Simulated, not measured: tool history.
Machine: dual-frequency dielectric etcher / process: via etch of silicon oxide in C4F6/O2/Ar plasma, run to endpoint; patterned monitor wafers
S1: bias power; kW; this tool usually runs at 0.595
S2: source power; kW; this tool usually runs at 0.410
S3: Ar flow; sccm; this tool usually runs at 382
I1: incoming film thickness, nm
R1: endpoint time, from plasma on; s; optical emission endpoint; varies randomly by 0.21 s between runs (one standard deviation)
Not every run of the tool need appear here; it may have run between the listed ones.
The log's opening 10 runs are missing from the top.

run    hour     S1     S2   S3     I1    R1
 11   517.7  0.595  0.410  382  134.9  27.2
 12   548.6  0.595  0.410  382  135.6  27.4
      612.3  -- source power generator calibrated
 13   618.2  0.595  0.410  382  135.0  26.9
 14   652.0  0.595  0.410  382  134.3  26.9
 15   703.5  0.496  0.410  382  135.4  28.6
 16   774.2  0.491  0.470  304  136.0  27.0
      824.5  -- Ar flow controller replaced
      834.1  -- wet clean of the chamber
 17   834.6  0.595  0.410  382  133.6  27.9
      887.4  -- upper electrode replaced
 18   887.9  0.595  0.410  382  133.7  28.0
 19   916.2  0.595  0.320  419  136.5  30.9
 20   941.1  0.694  0.340  296  134.8  27.4
 21   984.8  0.595  0.410  382  137.0  28.4
 22  1051.7  0.743  0.350  348  134.3  26.3
 23  1090.8  0.595  0.410  382  135.7  27.9
     1106.6  -- bias power generator calibrated
 24  1142.9  0.595  0.410  382  133.3  27.4
 25  1168.6  0.491  0.470  304  135.1  27.3
 26  1205.4  0.660  0.480  382  135.3  25.3
 27  1231.7  0.595  0.410  406  134.4  27.7
 28  1290.3  0.528  0.460  430  133.8  27.2
 29  1339.5  0.595  0.410  435  134.2  27.4
 30  1388.7  0.595  0.410  416  135.2  27.1

Each row is a separate what-if for the run after 30, all from the same tool condition, not one after another. Results?
  A  1389.1  0.595  0.410  382  134.5   ?
  B  1389.1  0.484  0.460  326  134.5   ?
  C  1389.1  0.523  0.410  424  134.5   ?

run    R1
  A  26.8
  B  27.5
  C  28.5
With no hidden state in the tool, these same runs would have given:
run    R1
  A  28.1
  B  28.7
  C  29.8

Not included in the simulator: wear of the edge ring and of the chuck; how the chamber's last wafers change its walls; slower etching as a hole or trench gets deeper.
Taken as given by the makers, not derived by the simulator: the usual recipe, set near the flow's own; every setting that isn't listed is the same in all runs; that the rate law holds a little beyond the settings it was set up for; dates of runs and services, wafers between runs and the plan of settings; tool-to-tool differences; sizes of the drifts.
